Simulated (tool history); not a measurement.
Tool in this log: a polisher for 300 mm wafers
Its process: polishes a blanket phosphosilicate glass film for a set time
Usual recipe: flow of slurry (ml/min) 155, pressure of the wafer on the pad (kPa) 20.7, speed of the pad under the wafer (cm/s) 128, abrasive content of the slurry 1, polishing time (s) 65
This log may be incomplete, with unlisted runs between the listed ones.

run    hour  flow of slurry (ml/min)  pressure of the wafer on the pad (kPa)  speed of the pad under the wafer (cm/s)  abrasive content of the slurry  polishing time (s)  wafers since the last listed run  wafers polished on this pad  hours since the slurry nozzle was cleaned  hours since the head pressure was calibrated  hours since the slurry blender was calibrated  hours since the conditioning disc was replaced  incoming thickness of the incoming film, nm  film removed (nm)
  1       0                      115                                    20.7                                      128                             1.1                  65                                 0                         1636                                      123.5                                         137.7                                          460.4                                           340.5                                       3458.8              547.5
  2    70.2                      195                                    17.2                                      128                               1                  65                               512                         2149                                      193.7                                         207.9                                          530.6                                           410.7                                       3445.4              480.7
         79  -- slurry blender recalibrated
  3   123.8                      195                                    17.2                                      128                               1                  65                               376                         2526                                      247.3                                         261.5                                           44.8                                           464.3                                       3409.5              485.6
  4   173.3                      155                                    19.3                                      128                               1                  65                               361                         2887                                      296.8                                           311                                           94.3                                           513.8                                       3395.9              524.7
      206.2  -- conditioning disc replaced and pad reconditioned
  5   237.1                      155                                    20.7                                      128                               1                  65                               451                         3339                                      360.6                                         374.8                                          158.1                                            30.9                                       3426.1              563.8
  6   297.1                      155                                    23.4                                      140                               1                  65                               438                         3777                                      420.6                                         434.8                                          218.1                                            90.9                                       3415.7              685.7
      343.2  -- worn pad replaced by a new one
  7     344                      155                                    24.8                                      128                               1                  43                               313                            5                                      467.5                                         481.7                                            265                                           137.8                                       3388.8              441.7
  8   396.9                      155                                    24.8                                      128                               1                  43                               386                          392                                      520.4                                         534.6                                          317.9                                           190.7                                       3476.8              451.4
  9   492.1                      155                                    20.7                                      128                               1                  65                               695                         1087                                      615.6                                         629.8                                          413.1                                           285.9                                       3465.8              562.7
      555.8  -- slurry nozzle cleaned
 10   580.1                      155                                    20.7                                      128                             1.2                  65                               635                         1722                                       24.3                                         717.8                                          501.1                                           373.9                                       3406.9              599.4
      613.2  -- head pressure recalibrated
 11   661.9                      155                                    20.7                                      128                               1                  86                               582                         2305                                      106.1                                          48.7                                          582.9                                           455.7                                       3485.2                752
      749.3  -- slurry blender recalibrated
 12   765.1                      155                                    20.7                                      128                               1                  65                               739                         3044                                      209.3                                         151.9                                           15.8                                           558.9                                       3478.7              563.1
        785  -- conditioning disc replaced and pad reconditioned
 13   844.1                      155                                    20.7                                      128                            1.25                  65                               562                         3606                                      288.3                                         230.9                                           94.8                                            59.1                                       3408.7              613.2
 14   906.8                      195                                    20.7                                      128                               1                  65                               457                         4064                                        351                                         293.6                                          157.5                                           121.8                                       3459.1              582.4
      940.2  -- worn pad replaced by a new one
     1123.3  -- slurry nozzle cleaned
 15    1136                      155                                    20.7                                      160                               1                  65                              1637                         1422                                       12.7                                         522.8                                          386.7                                             351                                       3410.5              678.4
     1215.2  -- head pressure recalibrated
 16  1242.2                      155                                    14.5                                      164                               1                  65                               760                         2183                                      118.9                                            27                                          492.9                                           457.2                                       3459.3              475.5
 17    1295                      205                                    20.7                                      148                            0.75                  85                               385                         2569                                      171.7                                          79.8                                          545.7                                             510                                       3462.2              766.6
 18  1348.3                      195                                    20.7                                      170                               1                  65                               389                         2958                                        225                                         133.1                                            599                                           563.3                                       3422.3              724.5
     1356.6  -- slurry blender recalibrated
 19  1427.3                      155                                    20.7                                       86                               1                  78                               562                         3520                                        304                                         212.1                                           70.7                                           642.3                                       3393.4              482.8
     1458.6  -- conditioning disc replaced and pad reconditioned
 20  1490.6                      155                                    20.7                                      128                               1                  65                               447                         3968                                      367.3                                         275.4                                            134                                              32                                       3522.9              558.1
     1506.3  -- worn pad replaced by a new one
 21  1534.3                      155                                    20.7                                      146                             1.3                  65                               289                          204                                        411                                         319.1                                          177.7                                            75.7                                       3505.6              696.5
 22  1576.2                      155                                    16.5                                      166                               1                  65                               305                          510                                      452.9                                           361                                          219.6                                           117.6                                       3438.5              550.8
     1677.2  -- slurry nozzle cleaned
 23  1707.1                      155                                    20.7                                      128                               1                  65                               948                         1459                                       29.9                                         491.9                                          350.5                                           248.5                                       3494.1              558.8
 24  1771.4                      155                                    20.7                                      128                               1                  65                               469                         1928                                       94.2                                         556.2                                          414.8                                           312.8                                       3448.8              559.9
     1820.6  -- head pressure recalibrated
 25  1878.9                      155                                    20.7                                      128                               1                  54                               770                         2699                                      201.7                                          58.3                                          522.3                                           420.3                                       3405.6              464.4

Hidden state at the last listed run before each entry between runs and at the first one after, where it differs:
After run 2, before run 3: slurry blender recalibrated (hour 79)
  both runs share identical hidden conditions
After run 4, before run 5: conditioning disc replaced and pad reconditioned (hour 206.2)
  both runs share identical hidden conditions
After run 6, before run 7: worn pad replaced by a new one (hour 343.2)
  both runs share identical hidden conditions
After run 9, before run 10: slurry nozzle cleaned (hour 555.8)
  both runs share identical hidden conditions
After run 10, before run 11: head pressure recalibrated (hour 613.2)
  both runs share identical hidden conditions
After run 11, before run 12: slurry blender recalibrated (hour 749.3)
  both runs share identical hidden conditions
After run 12, before run 13: conditioning disc replaced and pad reconditioned (hour 785)
  both runs share identical hidden conditions
After run 14, before run 15: worn pad replaced by a new one (hour 940.2); slurry nozzle cleaned (hour 1123.3)
  both runs share identical hidden conditions
After run 15, before run 16: head pressure recalibrated (hour 1215.2)
  both runs share identical hidden conditions
After run 18, before run 19: slurry blender recalibrated (hour 1356.6)
  both runs share identical hidden conditions
After run 19, before run 20: conditioning disc replaced and pad reconditioned (hour 1458.6)
  both runs share identical hidden conditions
After run 20, before run 21: worn pad replaced by a new one (hour 1506.3)
  both runs share identical hidden conditions
After run 22, before run 23: slurry nozzle cleaned (hour 1677.2)
  both runs share identical hidden conditions
After run 24, before run 25: head pressure recalibrated (hour 1820.6)
  both runs share identical hidden conditions
